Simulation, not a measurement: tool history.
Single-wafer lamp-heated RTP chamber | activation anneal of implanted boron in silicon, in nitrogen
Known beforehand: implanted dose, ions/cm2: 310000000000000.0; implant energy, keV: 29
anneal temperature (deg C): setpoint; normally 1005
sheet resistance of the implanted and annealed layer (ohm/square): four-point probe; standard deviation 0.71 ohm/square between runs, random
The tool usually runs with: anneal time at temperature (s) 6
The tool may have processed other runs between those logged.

| run | hour | anneal temperature (deg C) | anneal time at temperature (s) | read-back reference wafer on the same gauge, sheet resistance | sheet resistance of the implanted and annealed layer (ohm/square) |
|---|---|---|---|---|---|
| 1 | 0.0 | 1005 | 6 | 266.91 | 287.70 |
| 2 | 29.1 | 1005 | 6 | 267.26 | 286.28 |
| 3 | 82.2 | 1005 | 3 | 266.93 | 290.44 |
| 4 | 119.8 | 1005 | 6 | 267.10 | 286.20 |
|  | 267.4 | pyrometer window cleaned and pyrometer calibrated |
| 5 | 293.1 | 1005 | 6 | 266.92 | 285.97 |
|  | 354.6 | reflector plate cleaned |
| 6 | 365.0 | 1005 | 6 | 266.81 | 286.86 |
| 7 | 412.0 | 1005 | 6 | 266.77 | 287.04 |
| 8 | 462.4 | 1005 | 8 | 266.86 | 286.82 |
| 9 | 520.4 | 1005 | 8 | 266.91 | 286.21 |
| 10 | 552.6 | 1005 | 8 | 267.19 | 284.04 |
| 11 | 597.3 | 1005 | 6 | 266.97 | 286.44 |
| 12 | 653.4 | 1022 | 4 | 267.05 | 282.32 |
| 13 | 712.5 | 1022 | 4 | 266.98 | 282.11 |
|  | 758.7 | pyrometer window cleaned and pyrometer calibrated |
| 14 | 771.8 | 1022 | 4 | 266.87 | 282.52 |
|  | 774.7 | gauge calibrated |
|  | 799.0 | reflector plate cleaned |
| 15 | 805.0 | 1005 | 6 | 267.01 | 285.99 |
| 16 | 850.7 | 1005 | 6 | 267.14 | 286.93 |
| 17 | 910.8 | 975 | 5 | 267.02 | 315.85 |
| 18 | 962.1 | 993 | 3 | 266.94 | 296.19 |
| 19 | 1027.3 | 983 | 6 | 266.78 | 304.14 |
| 20 | 1062.9 | 1022 | 4 | 266.87 | 282.80 |
| 21 | 1112.6 | 1005 | 6 | 266.98 | 287.18 |
| 22 | 1146.3 | 1035 | 3 | 266.97 | 280.69 |
|  | 1192.7 | pyrometer window cleaned and pyrometer calibrated |
| 23 | 1193.2 | 1014 | 7 | 266.93 | 282.96 |
|  | 1205.5 | reflector plate cleaned |
| 24 | 1227.2 | 1035 | 5 | 267.19 | 280.01 |
| 25 | 1281.8 | 1015 | 6 | 267.12 | 284.24 |
| 26 | 1351.8 | 978 | 6 | 266.93 | 309.09 |
| 27 | 1422.5 | 978 | 9 | 266.96 | 307.25 |
| 28 | 1479.7 | 984 | 4 | 266.80 | 304.14 |
| 29 | 1524.0 | 1005 | 6 | 267.05 | 286.49 |
| 30 | 1577.1 | 994 | 3 | 266.94 | 297.16 |
| 31 | 1637.1 | 1016 | 3 | 266.89 | 285.18 |
|  | 1701.3 | reflector plate cleaned |
|  | 1701.7 | pyrometer window cleaned and pyrometer calibrated |
| 32 | 1705.4 | 985 | 3 | 267.02 | 303.65 |
| 33 | 1732.6 | 979 | 6 | 266.94 | 309.34 |
| 34 | 1916.4 | 1005 | 9 | 267.07 | 285.05 |
| 35 | 1963.4 | 1005 | 6 | 267.16 | 286.22 |
| 36 | 2021.7 | 1020 | 6 | 266.89 | 283.18 |
| 37 | 2049.2 | 1033 | 6 | 267.10 | 280.77 |

Predict each of these 3 candidate next runs independently; none follows another, all start after run 37:
| A | 2049.6 | 1005 | 6 | ? | ? |
| B | 2049.6 | 987 | 9 | ? | ? |
| C | 2049.6 | 1019 | 8 | ? | ? |

| run | read-back reference wafer on the same gauge, sheet resistance | sheet resistance of the implanted and annealed layer (ohm/square) |
|---|---|---|
| A | 266.98 | 286.18 |
| B | 266.98 | 296.29 |
| C | 266.98 | 281.02 |
With no hidden state in the tool, these same runs would have given:
| run | sheet resistance of the implanted and annealed layer (ohm/square) |
|---|---|
| A | 286.18 |
| B | 296.29 |
| C | 281.02 |
